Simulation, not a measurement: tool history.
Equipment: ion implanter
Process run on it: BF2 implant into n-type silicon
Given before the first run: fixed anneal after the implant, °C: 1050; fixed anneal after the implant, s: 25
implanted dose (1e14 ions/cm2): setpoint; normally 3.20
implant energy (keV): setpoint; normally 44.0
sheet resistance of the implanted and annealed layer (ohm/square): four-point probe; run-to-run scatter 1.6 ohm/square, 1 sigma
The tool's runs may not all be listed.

run,hour,implanted dose (1e14 ions/cm2),implant energy (keV),"read-back reference wafer on the same gauge, sheet resistance",sheet resistance of the implanted and annealed layer (ohm/square)
1,0.0,3.20,32.0,275.55,319.39
2,13.9,3.20,32.0,275.91,315.89
3,20.6,3.20,32.0,275.75,319.05
4,33.4,2.73,38.5,275.81,353.36
5,49.5,2.73,38.5,275.85,351.75
6,58.6,3.20,44.0,276.14,308.53
7,74.6,3.20,44.0,276.13,306.63
8,87.5,3.20,44.0,276.15,306.98
9,100.9,3.20,44.0,276.26,308.17
10,114.4,2.82,44.0,276.00,341.78
11,121.5,2.82,44.0,276.11,345.35
12,138.4,2.82,44.0,276.11,340.53
13,155.2,2.74,44.0,276.32,337.63
14,163.0,3.43,44.0,275.87,282.03
15,180.1,3.43,44.0,275.91,280.51
16,189.4,2.70,44.0,276.20,343.15
17,198.3,3.20,55.0,275.99,289.86
18,204.5,2.86,51.5,275.78,324.70
19,218.5,2.54,44.0,275.82,359.32
20,227.8,2.37,39.0,275.67,389.52
21,234.2,3.47,56.5,275.53,272.38
22,240.4,2.49,33.0,276.26,385.04
23,257.3,3.20,58.0,275.80,290.63
24,267.0,3.20,44.0,275.96,301.95
25,279.4,3.20,44.0,276.14,301.53
26,290.8,2.37,39.0,275.64,391.56
27,305.9,3.53,40.0,275.70,281.33
28,320.8,3.88,44.0,276.25,257.45
29,329.3,3.93,44.0,275.72,257.82
30,382.0,3.20,44.0,275.98,305.21
31,403.7,3.20,44.0,275.67,308.71
32,413.5,3.48,29.0,276.07,295.71
33,420.4,3.20,44.0,275.92,306.33
34,437.8,3.20,44.0,275.93,305.79
35,449.3,2.61,33.5,275.68,371.04
36,457.8,2.32,30.5,275.82,412.77
37,472.0,2.52,55.5,275.61,363.35
38,483.6,2.37,34.0,275.74,405.41

Removed from this log: 3 entries logged between the listed runs. Between which two listed runs does each belong, and how does the tool's hidden state at the listed run before it compare with that at the listed run after it?
Logged between run 12 and run 13: Faraday cup replaced and dose calibrated (hour 146.6)
  deviation of the true dose from the Faraday cup's reading, %: -4.56 -> 0.639
  measured value less the no-hidden-state value, sheet resistance of the implanted and annealed layer (ohm/square): +12.92 -> -1.78
Logged between run 22 and run 23: gauge calibrated (hour 242.7)
  deviation of the true dose from the Faraday cup's reading, %: -1.21 -> -1.49
  measured value less the no-hidden-state value, sheet resistance of the implanted and annealed layer (ohm/square): +3.93 -> +3.52
Logged between run 25 and run 26: extraction supply calibrated (hour 290.4)
  deviation of the true dose from the Faraday cup's reading, %: -1.82 -> -1.97
  measured value less the no-hidden-state value, sheet resistance of the implanted and annealed layer (ohm/square): +4.50 -> +6.45
